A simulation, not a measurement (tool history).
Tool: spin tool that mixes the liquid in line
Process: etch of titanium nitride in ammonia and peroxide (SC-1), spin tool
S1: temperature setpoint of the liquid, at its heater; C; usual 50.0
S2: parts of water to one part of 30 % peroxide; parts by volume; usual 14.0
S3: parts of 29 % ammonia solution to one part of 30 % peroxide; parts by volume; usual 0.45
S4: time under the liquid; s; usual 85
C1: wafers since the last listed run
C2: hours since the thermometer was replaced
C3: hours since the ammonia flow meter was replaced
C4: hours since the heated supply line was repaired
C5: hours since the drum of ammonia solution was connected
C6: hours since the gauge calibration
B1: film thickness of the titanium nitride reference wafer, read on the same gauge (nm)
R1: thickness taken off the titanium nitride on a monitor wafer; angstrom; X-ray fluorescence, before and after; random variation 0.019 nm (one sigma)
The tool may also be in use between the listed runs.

run     day    S1    S2    S3   S4    C1      C2      C3      C4     C5      C6      B1     R1
  1   0.000  56.5  14.0  0.45   85     0  1008.2   851.3  1044.2  316.2  2125.7  110.06   87.3
      1.500  -- thermometer replaced
  2  13.208  50.0  14.0  0.60   85  3805   281.0  1168.3  1361.2  633.2  2442.7  110.02   59.3
  3  15.146  50.0  14.0  0.60   85   560   327.5  1214.8  1407.7  679.7  2489.2  110.00   58.5
  4  18.017  50.0  14.0  0.60   85   829   396.4  1283.7  1476.6  748.6  2558.1  109.97   58.9
     18.967  -- new drum of ammonia solution connected
  5  22.062  50.0  14.0  0.45   85  1157   493.5  1380.8  1573.7   74.3  2655.2  110.00   55.8
  6  23.579  50.0  14.0  0.45   50   438   529.9  1417.2  1610.1  110.7  2691.6  110.01   32.9
  7  26.817  46.0   8.0  0.45   85   935   607.6  1494.9  1687.8  188.4  2769.3  109.97   56.6
  8  29.425  50.0   8.5  0.45   60   753   670.2  1557.5  1750.4  251.0  2831.9  109.98   51.0
     30.354  -- ammonia flow meter replaced
  9  32.921  50.0  10.5  0.45   45   998   754.1    61.6  1834.3  334.9  2915.8  109.97   34.5
 10  34.442  45.5  11.0  0.50  100   439   790.6    98.1  1870.8  371.4  2952.3  110.03   55.1
     36.558  -- gauge calibrated
 11  36.608  54.0  11.5  0.35   85   626   842.6   150.1  1922.8  423.4     1.2  110.01   78.3
 12  39.088  50.0   8.5  0.45   85   716   902.1   209.6  1982.3  482.9    60.7  110.00   72.2
 13  43.458  50.0  14.0  0.45   60  1263  1007.0   314.5  2087.2  587.8   165.6  109.97   39.1
 14  50.112  50.0  14.0  0.40   85  1923  1166.7   474.2  2246.9  747.5   325.3  110.03   54.1
     51.467  -- new drum of ammonia solution connected
     51.596  -- heated supply line repaired
 15  54.233  44.5  16.0  0.60   85  1167  1265.6   573.1    63.3   66.4   424.2  109.99   37.6
     54.942  -- thermometer replaced
 16  57.958  50.0  14.0  0.45   85  1064    72.4   662.5   152.7  155.8   513.6  110.04   56.4
 17  60.500  50.0  14.0  0.45   85   734   133.4   723.5   213.7  216.8   574.6  110.01   56.5
 18  62.508  53.5  10.5  0.65  120   580   181.6   771.7   261.9  265.0   622.8  109.98  126.1
 19  66.162  42.5   8.5  0.60   55  1056   269.3   859.4   349.6  352.7   710.5  110.01   29.2
 20  70.492  50.0  19.5  0.45   85  1251   373.2   963.3   453.5  456.6   814.4  110.01   46.8
 21  74.638  50.0  11.0  0.45   75  1198   472.7  1062.8   553.0  556.1   913.9  110.01   56.8
 22  78.533  50.0  14.0  0.45   40  1126   566.2  1156.3   646.5  649.6  1007.4  109.98   26.5
     80.262  -- new drum of ammonia solution connected
 23  80.579  50.0  12.0  0.55   50   579   615.3  1205.4   695.6    7.6  1056.5  110.02   37.2

How the hidden state differs across the entries between the runs, from the last listed run before each to the first after it:
Between runs 1 and 2: thermometer replaced (day 1.500)
  temperature lost on the way to the wafer (K): 0.19 -> 0.236
  measured less the result without the state, R1: -1.1 -> -1.0 angstrom
Between runs 4 and 5: new drum of ammonia solution connected (day 18.967)
  temperature lost on the way to the wafer (K): 0.252 -> 0.266
  measured less the result without the state, R1: -1.0 -> -1.1 angstrom
Between runs 8 and 9: ammonia flow meter replaced (day 30.354)
  temperature lost on the way to the wafer (K): 0.292 -> 0.304
  measured less the result without the state, R1: -1.1 -> -0.7 angstrom
Between runs 10 and 11: gauge calibrated (day 36.558)
  temperature lost on the way to the wafer (K): 0.309 -> 0.317
  measured less the result without the state, R1: -1.2 -> -1.8 angstrom
Between runs 14 and 15: new drum of ammonia solution connected (day 51.467); heated supply line repaired (day 51.596)
  temperature lost on the way to the wafer (K): 0.364 -> 0.0634
  measured less the result without the state, R1: -1.4 -> -0.2 angstrom
Between runs 15 and 16: thermometer replaced (day 54.942)
  temperature lost on the way to the wafer (K): 0.0634 -> 0.0763
  measured less the result without the state, R1: -0.2 -> -0.3 angstrom
Between runs 22 and 23: new drum of ammonia solution connected (day 80.262)
  temperature lost on the way to the wafer (K): 0.148 -> 0.155
  measured less the result without the state, R1: -0.3 -> -0.4 angstrom
